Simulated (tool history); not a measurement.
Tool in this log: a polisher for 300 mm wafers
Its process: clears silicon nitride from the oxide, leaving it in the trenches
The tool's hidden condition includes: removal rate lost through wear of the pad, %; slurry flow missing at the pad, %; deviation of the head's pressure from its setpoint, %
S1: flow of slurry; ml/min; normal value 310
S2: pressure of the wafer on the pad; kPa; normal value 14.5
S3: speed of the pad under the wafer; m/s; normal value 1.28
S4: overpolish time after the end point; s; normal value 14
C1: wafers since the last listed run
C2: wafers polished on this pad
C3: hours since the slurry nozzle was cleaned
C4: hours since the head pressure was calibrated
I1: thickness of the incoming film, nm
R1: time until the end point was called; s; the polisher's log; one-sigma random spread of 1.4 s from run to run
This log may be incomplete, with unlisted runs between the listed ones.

{"run": 1, "hour": 0.0, "S1": 310, "S2": 14.5, "S3": 1.42, "S4": 9, "C1": 0, "C2": 481, "C3": 421.4, "C4": 166.8, "I1": 74.9, "R1": 67.9}
{"run": 2, "hour": 25.7, "S1": 310, "S2": 14.5, "S3": 1.42, "S4": 9, "C1": 140, "C2": 622, "C3": 447.1, "C4": 192.5, "I1": 75.4, "R1": 71.6}
{"run": 3, "hour": 51.4, "S1": 310, "S2": 14.5, "S3": 1.28, "S4": 14, "C1": 140, "C2": 762, "C3": 472.8, "C4": 218.2, "I1": 74.6, "R1": 76}
{"run": 4, "hour": 80.5, "S1": 310, "S2": 14.5, "S3": 1.28, "S4": 14, "C1": 158, "C2": 921, "C3": 501.9, "C4": 247.3, "I1": 76.3, "R1": 79.4}
{"hour": 92.9, "done": "slurry nozzle cleaned"}
{"hour": 95.0, "done": "worn pad replaced by a new one"}
{"run": 5, "hour": 105.1, "S1": 310, "S2": 14.5, "S3": 1.28, "S4": 14, "C1": 117, "C2": 54, "C3": 12.2, "C4": 271.9, "I1": 75.1, "R1": 74.4}
{"run": 6, "hour": 140.4, "S1": 310, "S2": 14.5, "S3": 1.28, "S4": 16, "C1": 192, "C2": 247, "C3": 47.5, "C4": 307.2, "I1": 74.8, "R1": 70.9}
{"run": 7, "hour": 172.0, "S1": 310, "S2": 14.5, "S3": 1.28, "S4": 14, "C1": 172, "C2": 420, "C3": 79.1, "C4": 338.8, "I1": 75, "R1": 74.1}
{"run": 8, "hour": 195.0, "S1": 310, "S2": 14.5, "S3": 1.28, "S4": 14, "C1": 125, "C2": 545, "C3": 102.1, "C4": 361.8, "I1": 76, "R1": 72.7}
{"run": 9, "hour": 212.0, "S1": 240, "S2": 14.5, "S3": 1.28, "S4": 14, "C1": 92, "C2": 638, "C3": 119.1, "C4": 378.8, "I1": 73.7, "R1": 74.4}
{"run": 10, "hour": 242.1, "S1": 240, "S2": 14.5, "S3": 1.28, "S4": 14, "C1": 164, "C2": 803, "C3": 149.2, "C4": 408.9, "I1": 74.3, "R1": 73.1}
{"run": 11, "hour": 264.8, "S1": 240, "S2": 14.5, "S3": 1.28, "S4": 14, "C1": 123, "C2": 927, "C3": 171.9, "C4": 431.6, "I1": 74.9, "R1": 72.4}
{"hour": 279.9, "done": "worn pad replaced by a new one"}
{"hour": 280.3, "done": "head pressure recalibrated"}
{"run": 12, "hour": 285.1, "S1": 310, "S2": 12.4, "S3": 1.28, "S4": 14, "C1": 86, "C2": 25, "C3": 192.2, "C4": 4.8, "I1": 75.8, "R1": 92.3}
{"run": 13, "hour": 309.3, "S1": 310, "S2": 12.4, "S3": 1.28, "S4": 14, "C1": 132, "C2": 158, "C3": 216.4, "C4": 29, "I1": 75.6, "R1": 91.4}
{"run": 14, "hour": 338.9, "S1": 310, "S2": 14.5, "S3": 1.4, "S4": 14, "C1": 161, "C2": 319, "C3": 246, "C4": 58.6, "I1": 75.8, "R1": 73.6}
{"run": 15, "hour": 367.5, "S1": 310, "S2": 14.5, "S3": 1.28, "S4": 14, "C1": 156, "C2": 476, "C3": 274.6, "C4": 87.2, "I1": 74.4, "R1": 77.8}
{"run": 16, "hour": 408.2, "S1": 310, "S2": 14.5, "S3": 1.28, "S4": 14, "C1": 222, "C2": 698, "C3": 315.3, "C4": 127.9, "I1": 75.1, "R1": 78.7}
{"run": 17, "hour": 424.1, "S1": 310, "S2": 14.5, "S3": 1.28, "S4": 19, "C1": 86, "C2": 785, "C3": 331.2, "C4": 143.8, "I1": 76, "R1": 82.7}
{"run": 18, "hour": 446.4, "S1": 310, "S2": 14.5, "S3": 1.28, "S4": 21, "C1": 121, "C2": 906, "C3": 353.5, "C4": 166.1, "I1": 76.3, "R1": 81.3}
{"run": 19, "hour": 468.9, "S1": 310, "S2": 14.5, "S3": 1.28, "S4": 14, "C1": 122, "C2": 1029, "C3": 376, "C4": 188.6, "I1": 75.4, "R1": 78.4}
{"hour": 486.5, "done": "worn pad replaced by a new one"}
{"run": 20, "hour": 487.0, "S1": 405, "S2": 14.5, "S3": 0.88, "S4": 14, "C1": 77, "C2": 2, "C3": 394.1, "C4": 206.7, "I1": 75.4, "R1": 106.8}
{"run": 21, "hour": 512.4, "S1": 310, "S2": 19.3, "S3": 0.98, "S4": 14, "C1": 138, "C2": 141, "C3": 419.5, "C4": 232.1, "I1": 75, "R1": 75}
{"run": 22, "hour": 526.6, "S1": 230, "S2": 14.5, "S3": 1.14, "S4": 14, "C1": 77, "C2": 218, "C3": 433.7, "C4": 246.3, "I1": 75.1, "R1": 84.8}
{"run": 23, "hour": 540.5, "S1": 265, "S2": 17.9, "S3": 1.42, "S4": 19, "C1": 75, "C2": 294, "C3": 447.6, "C4": 260.2, "I1": 76.2, "R1": 58.2}
{"run": 24, "hour": 554.0, "S1": 280, "S2": 14.5, "S3": 1.28, "S4": 14, "C1": 73, "C2": 368, "C3": 461.1, "C4": 273.7, "I1": 74.9, "R1": 78.1}
{"run": 25, "hour": 582.0, "S1": 395, "S2": 14.5, "S3": 1.62, "S4": 14, "C1": 152, "C2": 521, "C3": 489.1, "C4": 301.7, "I1": 73.9, "R1": 60.5}
{"hour": 601.4, "done": "slurry nozzle cleaned"}
{"run": 26, "hour": 607.5, "S1": 310, "S2": 11.7, "S3": 1.66, "S4": 14, "C1": 133, "C2": 655, "C3": 6.1, "C4": 327.2, "I1": 74.1, "R1": 71.9}
{"run": 27, "hour": 622.5, "S1": 275, "S2": 15.9, "S3": 1.58, "S4": 14, "C1": 81, "C2": 737, "C3": 21.1, "C4": 342.2, "I1": 74.7, "R1": 56.8}
{"run": 28, "hour": 657.5, "S1": 350, "S2": 14.5, "S3": 1.28, "S4": 11, "C1": 191, "C2": 928, "C3": 56.1, "C4": 377.2, "I1": 76.1, "R1": 75.8}
{"hour": 676.5, "done": "worn pad replaced by a new one"}
{"run": 29, "hour": 691.0, "S1": 310, "S2": 14.5, "S3": 1.28, "S4": 14, "C1": 161, "C2": 79, "C3": 89.6, "C4": 410.7, "I1": 74.7, "R1": 72.3}
{"run": 30, "hour": 706.7, "S1": 310, "S2": 14.5, "S3": 1.28, "S4": 12, "C1": 85, "C2": 165, "C3": 105.3, "C4": 426.4, "I1": 74.5, "R1": 70}
{"hour": 734.8, "done": "head pressure recalibrated"}
{"run": 31, "hour": 735.3, "S1": 310, "S2": 14.5, "S3": 1.28, "S4": 14, "C1": 145, "C2": 310, "C3": 133.9, "C4": 0.5, "I1": 75.6, "R1": 78}
{"run": 32, "hour": 767.9, "S1": 230, "S2": 14.5, "S3": 1.08, "S4": 20, "C1": 178, "C2": 488, "C3": 166.5, "C4": 33.1, "I1": 73.7, "R1": 90.5}
{"run": 33, "hour": 797.6, "S1": 310, "S2": 14.5, "S3": 1.28, "S4": 14, "C1": 162, "C2": 650, "C3": 196.2, "C4": 62.8, "I1": 76.1, "R1": 82}
{"run": 34, "hour": 818.9, "S1": 310, "S2": 14.5, "S3": 1.06, "S4": 9, "C1": 116, "C2": 767, "C3": 217.5, "C4": 84.1, "I1": 75.9, "R1": 93.3}
{"hour": 851.0, "done": "worn pad replaced by a new one"}
{"run": 35, "hour": 851.5, "S1": 310, "S2": 14.5, "S3": 1.28, "S4": 8, "C1": 156, "C2": 2, "C3": 250.1, "C4": 116.7, "I1": 74.6, "R1": 79.8}
{"run": 36, "hour": 874.6, "S1": 230, "S2": 14.5, "S3": 1.14, "S4": 14, "C1": 126, "C2": 128, "C3": 273.2, "C4": 139.8, "I1": 75.3, "R1": 87.2}
{"run": 37, "hour": 890.8, "S1": 310, "S2": 14.5, "S3": 1.58, "S4": 14, "C1": 88, "C2": 217, "C3": 289.4, "C4": 156, "I1": 74.7, "R1": 62.7}

How the hidden state differs across the entries between the runs, from the last listed run before each to the first after it:
In the gap between runs 4 and 5: slurry nozzle cleaned (hour 92.9); worn pad replaced by a new one (hour 95)
  deviation of the head's pressure from its setpoint, %: 5.1 -> 5.68
  what was measured, less what the result would be without the hidden state, R1: -4 -> -4.1 s
In the gap between runs 11 and 12: worn pad replaced by a new one (hour 279.9); head pressure recalibrated (hour 280.3)
  deviation of the head's pressure from its setpoint, %: 10.8 -> -1.07
  what was measured, less what the result would be without the hidden state, R1: -7.6 -> +0.9 s
In the gap between runs 19 and 20: worn pad replaced by a new one (hour 486.5)
  deviation of the head's pressure from its setpoint, %: 0.539 -> 0.863
  what was measured, less what the result would be without the hidden state, R1: -0.4 -> -0.9 s
In the gap between runs 25 and 26: slurry nozzle cleaned (hour 601.4)
  deviation of the head's pressure from its setpoint, %: 3.05 -> 3.78
  what was measured, less what the result would be without the hidden state, R1: -1.8 -> -2.6 s
In the gap between runs 28 and 29: worn pad replaced by a new one (hour 676.5)
  deviation of the head's pressure from its setpoint, %: 5.38 -> 6.57
  what was measured, less what the result would be without the hidden state, R1: -4 -> -4.7 s
In the gap between runs 30 and 31: head pressure recalibrated (hour 734.8)
  deviation of the head's pressure from its setpoint, %: 7.17 -> -0.616
  what was measured, less what the result would be without the hidden state, R1: -4.9 -> +0.5 s
In the gap between runs 34 and 35: worn pad replaced by a new one (hour 851)
  deviation of the head's pressure from its setpoint, %: -0.295 -> 0.00148
  what was measured, less what the result would be without the hidden state, R1: +0.3 -> +0 s
